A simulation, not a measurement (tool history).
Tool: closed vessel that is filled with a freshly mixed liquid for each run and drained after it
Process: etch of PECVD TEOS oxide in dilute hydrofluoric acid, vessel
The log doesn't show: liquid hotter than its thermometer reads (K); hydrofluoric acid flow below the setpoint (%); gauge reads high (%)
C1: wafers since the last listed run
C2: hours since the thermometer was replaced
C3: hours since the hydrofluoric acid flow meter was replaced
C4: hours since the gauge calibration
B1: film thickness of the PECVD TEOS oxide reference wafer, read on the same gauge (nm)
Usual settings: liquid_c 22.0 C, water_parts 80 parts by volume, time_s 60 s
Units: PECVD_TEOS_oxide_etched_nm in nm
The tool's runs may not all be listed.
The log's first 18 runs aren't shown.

Run 19, hour 217.2: usual settings but liquid_c 19.5 C, water_parts 45 parts by volume, time_s 45 s; C1 900; C2 53.1; C3 60.5; C4 332.1; B1 40.00. Result: PECVD_TEOS_oxide_etched_nm 7.57 nm.
Run 20, hour 228.5: usual settings but liquid_c 25.0 C, water_parts 65 parts by volume, time_s 85 s; C1 1541; C2 64.4; C3 71.8; C4 343.4; B1 39.99. Result: PECVD_TEOS_oxide_etched_nm 12.12 nm.
At hour 256.3: gauge calibrated.
Run 21, hour 272.0: usual settings but liquid_c 18.5 C, water_parts 100 parts by volume, time_s 90 s; C1 5932; C2 107.9; C3 115.3; C4 15.7; B1 39.98. Result: PECVD_TEOS_oxide_etched_nm 6.08 nm.
Run 22, hour 280.9: usual settings but liquid_c 20.5 C, water_parts 115 parts by volume, time_s 30 s; C1 1213; C2 116.8; C3 124.2; C4 24.6; B1 39.98. Result: PECVD_TEOS_oxide_etched_nm 1.87 nm.
Run 23, hour 295.1: usual settings; C1 1936; C2 131.0; C3 138.4; C4 38.8; B1 40.01. Result: PECVD_TEOS_oxide_etched_nm 5.95 nm.
Run 24, hour 303.2: usual settings; C1 1104; C2 139.1; C3 146.5; C4 46.9; B1 40.00. Result: PECVD_TEOS_oxide_etched_nm 5.93 nm.
Run 25, hour 310.0: usual settings but water_parts 110 parts by volume; C1 927; C2 145.9; C3 153.3; C4 53.7; B1 39.98. Result: PECVD_TEOS_oxide_etched_nm 4.17 nm.
Run 26, hour 320.8: usual settings but water_parts 65 parts by volume, time_s 80 s; C1 1472; C2 156.7; C3 164.1; C4 64.5; B1 39.98. Result: PECVD_TEOS_oxide_etched_nm 9.94 nm.
Run 27, hour 373.0: usual settings but liquid_c 19.5 C, water_parts 45 parts by volume, time_s 45 s; C1 7119; C2 208.9; C3 216.3; C4 116.7; B1 40.02. Result: PECVD_TEOS_oxide_etched_nm 7.40 nm.
Run 28, hour 380.8: usual settings but time_s 85 s; C1 1063; C2 216.7; C3 224.1; C4 124.5; B1 39.98. Result: PECVD_TEOS_oxide_etched_nm 8.39 nm.
Run 29, hour 391.5: usual settings but water_parts 65 parts by volume, time_s 80 s; C1 1459; C2 227.4; C3 234.8; C4 135.2; B1 40.00. Result: PECVD_TEOS_oxide_etched_nm 9.83 nm.
Run 30, hour 406.7: usual settings; C1 2072; C2 242.6; C3 250.0; C4 150.4; B1 40.00. Result: PECVD_TEOS_oxide_etched_nm 5.89 nm.

Forecast each of these 5 alternatives for the next run:
Run A, hour 407.4: usual settings; C1 95; C2 243.3; C3 250.7; C4 151.1; B1 ?. Result: PECVD_TEOS_oxide_etched_nm ?.
Run B, hour 407.4: usual settings but liquid_c 19.0 C, water_parts 45 parts by volume, time_s 85 s; C1 95; C2 243.3; C3 250.7; C4 151.1; B1 ?. Result: PECVD_TEOS_oxide_etched_nm ?.
Run C, hour 407.4: usual settings but water_parts 105 parts by volume; C1 95; C2 243.3; C3 250.7; C4 151.1; B1 ?. Result: PECVD_TEOS_oxide_etched_nm ?.
Run D, hour 407.4: usual settings but liquid_c 17.5 C, water_parts 120 parts by volume, time_s 75 s; C1 95; C2 243.3; C3 250.7; C4 151.1; B1 ?. Result: PECVD_TEOS_oxide_etched_nm ?.
Run E, hour 407.4: usual settings but liquid_c 18.5 C, water_parts 105 parts by volume, time_s 35 s; C1 95; C2 243.3; C3 250.7; C4 151.1; B1 ?. Result: PECVD_TEOS_oxide_etched_nm ?.

run     B1  PECVD_TEOS_oxide_etched_nm
  A  40.01                        5.88
  B  40.01                       13.64
  C  40.01                        4.35
  D  40.01                        3.89
  E  40.01                        2.20
Without the tool's hidden state the same runs would have given:
run  PECVD_TEOS_oxide_etched_nm
  A                        6.08
  B                       14.07
  C                        4.50
  D                        4.03
  E                        2.27
